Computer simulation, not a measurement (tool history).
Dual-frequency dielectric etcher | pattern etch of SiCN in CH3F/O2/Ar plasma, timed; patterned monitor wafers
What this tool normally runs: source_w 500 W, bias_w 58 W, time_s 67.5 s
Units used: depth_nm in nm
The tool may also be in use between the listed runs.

| run | hour | source_w | bias_w | time_s | read-back reference wafer on the same gauge, depth_nm | depth_nm |
|---|---|---|---|---|---|---|
| 1 | 0 | 500 | 58 | 67.5 | 26.45 | 26.57 |
|  | 115.4 | bias power generator calibrated |
|  | 285.5 | wet clean of the chamber |
| 2 | 298.3 | 500 | 58 | 67.5 | 26.37 | 26.18 |
| 3 | 368.6 | 500 | 58 | 67.5 | 26.42 | 26.14 |
| 4 | 618.1 | 500 | 58 | 67.5 | 26.39 | 27.06 |
| 5 | 709.6 | 500 | 58 | 67.5 | 26.41 | 27.25 |
|  | 808 | wet clean of the chamber |
| 6 | 814 | 500 | 58 | 67.5 | 26.4 | 26.28 |
| 7 | 896 | 500 | 58 | 67.5 | 26.41 | 26.48 |
|  | 961.5 | gauge calibrated |
| 8 | 984.8 | 500 | 49 | 67.5 | 26.42 | 25.21 |
| 9 | 1032.1 | 470 | 58 | 67.5 | 26.38 | 25.83 |
| 10 | 1083.7 | 500 | 58 | 67.5 | 26.41 | 26.77 |
| 11 | 1174.4 | 500 | 58 | 67.5 | 26.38 | 27.21 |
| 12 | 1253.5 | 500 | 58 | 67.5 | 26.36 | 27.11 |
|  | 1330.5 | wet clean of the chamber |
| 13 | 1349.6 | 500 | 58 | 67.5 | 26.41 | 26.14 |
| 14 | 1412.6 | 500 | 58 | 57 | 26.4 | 22.17 |
| 15 | 1503.8 | 500 | 45 | 67.5 | 26.34 | 24.65 |
| 16 | 1597.5 | 500 | 58 | 67.5 | 26.43 | 26.81 |
| 17 | 1651 | 560 | 62 | 67.5 | 26.43 | 28.84 |
|  | 1686.5 | bias power generator calibrated |
| 18 | 1737.8 | 460 | 69 | 61 | 26.41 | 25.28 |
|  | 1781.1 | wet clean of the chamber |
|  | 1783.9 | upper electrode replaced |
| 19 | 1831.6 | 460 | 58 | 49.5 | 26.45 | 18.62 |
|  | 1845.4 | source power generator calibrated |
| 20 | 1917.7 | 500 | 58 | 67.5 | 26.44 | 26.28 |
| 21 | 2014.8 | 500 | 58 | 67.5 | 26.38 | 27 |
| 22 | 2088.1 | 400 | 58 | 72.5 | 26.37 | 26.39 |
|  | 2188.8 | wet clean of the chamber |
| 23 | 2189.3 | 600 | 51 | 67.5 | 26.46 | 26.96 |
|  | 2229 | gauge calibrated |
| 24 | 2257.2 | 500 | 58 | 67.5 | 26.39 | 26.35 |
| 25 | 2321.9 | 390 | 49 | 87 | 26.38 | 29.2 |
| 26 | 2361.5 | 500 | 72 | 51 | 26.34 | 21.67 |

For each run, what was the tool's unlogged condition?
source power that arrives over what is set, %: 0, the same for each run
bias power that arrives over what is set, %: 0, the same for each run
gauge reads high (%): 0, the same for each run
H1: etch rate over this chamber's usual, %
| run | H1 |
|---|---|
| 1 | 1.96 |
| 2 | 0.0364 |
| 3 | 0.825 |
| 4 | 3.63 |
| 5 | 4.65 |
| 6 | 0.318 |
| 7 | 1.24 |
| 8 | 2.23 |
| 9 | 2.76 |
| 10 | 3.34 |
| 11 | 4.36 |
| 12 | 5.25 |
| 13 | 0.315 |
| 14 | 1.02 |
| 15 | 2.05 |
| 16 | 3.1 |
| 17 | 3.7 |
| 18 | 4.67 |
| 19 | 0.692 |
| 20 | 1.66 |
| 21 | 2.75 |
| 22 | 3.57 |
| 23 | 0.45 |
| 24 | 1.21 |
| 25 | 1.94 |
| 26 | 2.38 |
